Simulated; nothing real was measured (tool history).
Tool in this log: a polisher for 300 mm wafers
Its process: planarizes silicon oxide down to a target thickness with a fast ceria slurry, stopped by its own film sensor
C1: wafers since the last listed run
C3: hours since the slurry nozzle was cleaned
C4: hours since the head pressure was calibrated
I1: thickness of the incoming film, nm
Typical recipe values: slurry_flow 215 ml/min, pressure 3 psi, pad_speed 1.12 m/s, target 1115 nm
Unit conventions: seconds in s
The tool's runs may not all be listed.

run 1 hour=0 | slurry_flow=215 pressure=3 pad_speed=0.88 target=1115 | C1=0 wafers_polished_on_this_pad=1221 C3=334.1 C4=652.5 | I1=2635.9 | seconds=93.5
run 2 hour=10.6 | slurry_flow=215 pressure=3 pad_speed=0.88 target=1115 | C1=114 wafers_polished_on_this_pad=1335 C3=344.7 C4=663.1 | I1=2582.3 | seconds=89.4
run 3 hour=18.2 | slurry_flow=215 pressure=3 pad_speed=0.88 target=1115 | C1=81 wafers_polished_on_this_pad=1417 C3=352.3 C4=670.7 | I1=2652.6 | seconds=95
run 4 hour=26.3 | slurry_flow=215 pressure=3 pad_speed=0.86 target=1115 | C1=87 wafers_polished_on_this_pad=1504 C3=360.4 C4=678.8 | I1=2587.6 | seconds=90.8
-- hour=32 worn pad replaced by a new one
run 5 hour=42.2 | slurry_flow=215 pressure=3 pad_speed=0.86 target=1115 | C1=128 wafers_polished_on_this_pad=109 C3=376.3 C4=694.7 | I1=2617.8 | seconds=93.7
run 6 hour=52 | slurry_flow=195 pressure=3 pad_speed=1.12 target=1115 | C1=105 wafers_polished_on_this_pad=215 C3=386.1 C4=704.5 | I1=2586.3 | seconds=71.9
run 7 hour=58.1 | slurry_flow=215 pressure=3 pad_speed=1.12 target=804 | C1=65 wafers_polished_on_this_pad=281 C3=392.2 C4=710.6 | I1=2624 | seconds=89.1
run 8 hour=75.1 | slurry_flow=215 pressure=3 pad_speed=1.12 target=804 | C1=183 wafers_polished_on_this_pad=464 C3=409.2 C4=727.6 | I1=2669.2 | seconds=91.5
run 9 hour=86.1 | slurry_flow=215 pressure=3 pad_speed=1.12 target=804 | C1=118 wafers_polished_on_this_pad=582 C3=420.2 C4=738.6 | I1=2628.2 | seconds=89.2
run 10 hour=97.6 | slurry_flow=190 pressure=3.6 pad_speed=1.12 target=1115 | C1=123 wafers_polished_on_this_pad=706 C3=431.7 C4=750.1 | I1=2601.2 | seconds=62.3
run 11 hour=115.1 | slurry_flow=190 pressure=3.6 pad_speed=1.12 target=1115 | C1=188 wafers_polished_on_this_pad=895 C3=449.2 C4=767.6 | I1=2653.7 | seconds=64.3
run 12 hour=122.9 | slurry_flow=215 pressure=3.6 pad_speed=1.12 target=1115 | C1=84 wafers_polished_on_this_pad=979 C3=457 C4=775.4 | I1=2641 | seconds=62.5
run 13 hour=153.1 | slurry_flow=215 pressure=3.6 pad_speed=1.12 target=1115 | C1=325 wafers_polished_on_this_pad=1304 C3=487.2 C4=805.6 | I1=2659.3 | seconds=62.8
-- hour=166.1 worn pad replaced by a new one
run 14 hour=166.6 | slurry_flow=215 pressure=3.6 pad_speed=1.12 target=1115 | C1=102 wafers_polished_on_this_pad=5 C3=500.7 C4=819.1 | I1=2637.1 | seconds=62.4
run 15 hour=175.2 | slurry_flow=215 pressure=3 pad_speed=1.4 target=1115 | C1=92 wafers_polished_on_this_pad=97 C3=509.3 C4=827.7 | I1=2671.4 | seconds=61.9
run 16 hour=191.6 | slurry_flow=160 pressure=3 pad_speed=1.12 target=1115 | C1=176 wafers_polished_on_this_pad=274 C3=525.7 C4=844.1 | I1=2640.9 | seconds=76.4
-- hour=205 head pressure recalibrated
run 17 hour=205.7 | slurry_flow=160 pressure=3 pad_speed=1.12 target=1115 | C1=130 wafers_polished_on_this_pad=404 C3=539.8 C4=0.7 | I1=2618.7 | seconds=68.9
run 18 hour=218.8 | slurry_flow=215 pressure=3 pad_speed=1.12 target=1115 | C1=141 wafers_polished_on_this_pad=545 C3=552.9 C4=13.8 | I1=2596.5 | seconds=66.6
run 19 hour=229.3 | slurry_flow=235 pressure=2.3 pad_speed=1.5 target=685 | C1=113 wafers_polished_on_this_pad=659 C3=563.4 C4=24.3 | I1=2632.7 | seconds=85.7
run 20 hour=239.7 | slurry_flow=280 pressure=3.3 pad_speed=0.78 target=1433 | C1=112 wafers_polished_on_this_pad=771 C3=573.8 C4=34.7 | I1=2681.3 | seconds=70.2
-- hour=245.4 slurry nozzle cleaned
-- hour=284.2 worn pad replaced by a new one
run 21 hour=285.5 | slurry_flow=215 pressure=2.1 pad_speed=1.28 target=870 | C1=439 wafers_polished_on_this_pad=14 C3=40.1 C4=80.5 | I1=2631.5 | seconds=103
run 22 hour=292.5 | slurry_flow=280 pressure=3 pad_speed=1.26 target=1115 | C1=75 wafers_polished_on_this_pad=89 C3=47.1 C4=87.5 | I1=2603.5 | seconds=59.3
run 23 hour=299.5 | slurry_flow=215 pressure=3 pad_speed=0.94 target=968 | C1=75 wafers_polished_on_this_pad=165 C3=54.1 C4=94.5 | I1=2616.3 | seconds=89.4
run 24 hour=309.9 | slurry_flow=270 pressure=3 pad_speed=1.12 target=1115 | C1=112 wafers_polished_on_this_pad=277 C3=64.5 C4=104.9 | I1=2592.8 | seconds=66.7
run 25 hour=326.8 | slurry_flow=250 pressure=2.4 pad_speed=1.3 target=1466 | C1=182 wafers_polished_on_this_pad=459 C3=81.4 C4=121.8 | I1=2618.2 | seconds=58.2
run 26 hour=343 | slurry_flow=215 pressure=3 pad_speed=1.12 target=1115 | C1=174 wafers_polished_on_this_pad=633 C3=97.6 C4=138 | I1=2605.9 | seconds=68.4
run 27 hour=353.4 | slurry_flow=215 pressure=3 pad_speed=1.12 target=1115 | C1=112 wafers_polished_on_this_pad=745 C3=108 C4=148.4 | I1=2652.8 | seconds=71.8
run 28 hour=362.2 | slurry_flow=215 pressure=3.7 pad_speed=1.26 target=1115 | C1=94 wafers_polished_on_this_pad=840 C3=116.8 C4=157.2 | I1=2588.1 | seconds=50.2
run 29 hour=371.2 | slurry_flow=215 pressure=3 pad_speed=1.12 target=1115 | C1=96 wafers_polished_on_this_pad=937 C3=125.8 C4=166.2 | I1=2579.4 | seconds=69
run 30 hour=381.2 | slurry_flow=285 pressure=3 pad_speed=1.12 target=1380 | C1=107 wafers_polished_on_this_pad=1045 C3=135.8 C4=176.2 | I1=2648.7 | seconds=58.8
run 31 hour=395 | slurry_flow=275 pressure=3 pad_speed=0.88 target=1115 | C1=148 wafers_polished_on_this_pad=1194 C3=149.6 C4=190 | I1=2577.4 | seconds=84.4
-- hour=404.9 worn pad replaced by a new one
run 32 hour=410.7 | slurry_flow=215 pressure=3 pad_speed=1.48 target=1343 | C1=126 wafers_polished_on_this_pad=62 C3=165.3 C4=205.7 | I1=2626.5 | seconds=46.6
run 33 hour=420.4 | slurry_flow=145 pressure=3 pad_speed=0.88 target=1592 | C1=104 wafers_polished_on_this_pad=166 C3=175 C4=215.4 | I1=2645.8 | seconds=65.6
run 34 hour=429.5 | slurry_flow=215 pressure=2.7 pad_speed=1.02 target=1115 | C1=98 wafers_polished_on_this_pad=264 C3=184.1 C4=224.5 | I1=2644.1 | seconds=88.8
run 35 hour=441.1 | slurry_flow=215 pressure=2.6 pad_speed=1.12 target=617 | C1=124 wafers_polished_on_this_pad=389 C3=195.7 C4=236.1 | I1=2605.1 | seconds=110.4
run 36 hour=456 | slurry_flow=215 pressure=3 pad_speed=1.12 target=1115 | C1=160 wafers_polished_on_this_pad=550 C3=210.6 C4=251 | I1=2605.2 | seconds=71.5
run 37 hour=463 | slurry_flow=160 pressure=3 pad_speed=1.12 target=1115 | C1=75 wafers_polished_on_this_pad=625 C3=217.6 C4=258 | I1=2601.8 | seconds=74
run 38 hour=477.5 | slurry_flow=215 pressure=2.6 pad_speed=1.12 target=1115 | C1=156 wafers_polished_on_this_pad=781 C3=232.1 C4=272.5 | I1=2634.3 | seconds=83.5

Consider 3 possible next runs. They are alternatives, not a sequence: every one starts from the tool as it was left by run 38. What does each give?
run A hour=477.9 | slurry_flow=215 pressure=3 pad_speed=1.12 target=954 | C1=4 wafers_polished_on_this_pad=786 C3=232.5 C4=272.9 | I1=2567 | seconds=?
run B hour=477.9 | slurry_flow=165 pressure=2.3 pad_speed=1.12 target=1115 | C1=4 wafers_polished_on_this_pad=786 C3=232.5 C4=272.9 | I1=2567 | seconds=?
run C hour=477.9 | slurry_flow=215 pressure=3 pad_speed=0.96 target=1115 | C1=4 wafers_polished_on_this_pad=786 C3=232.5 C4=272.9 | I1=2567 | seconds=?

run=A seconds=77.5
run=B seconds=93.3
run=C seconds=80.7
What these runs would have given with no unlogged condition in the tool:
run=A seconds=70.4
run=B seconds=84.7
run=C seconds=73.3
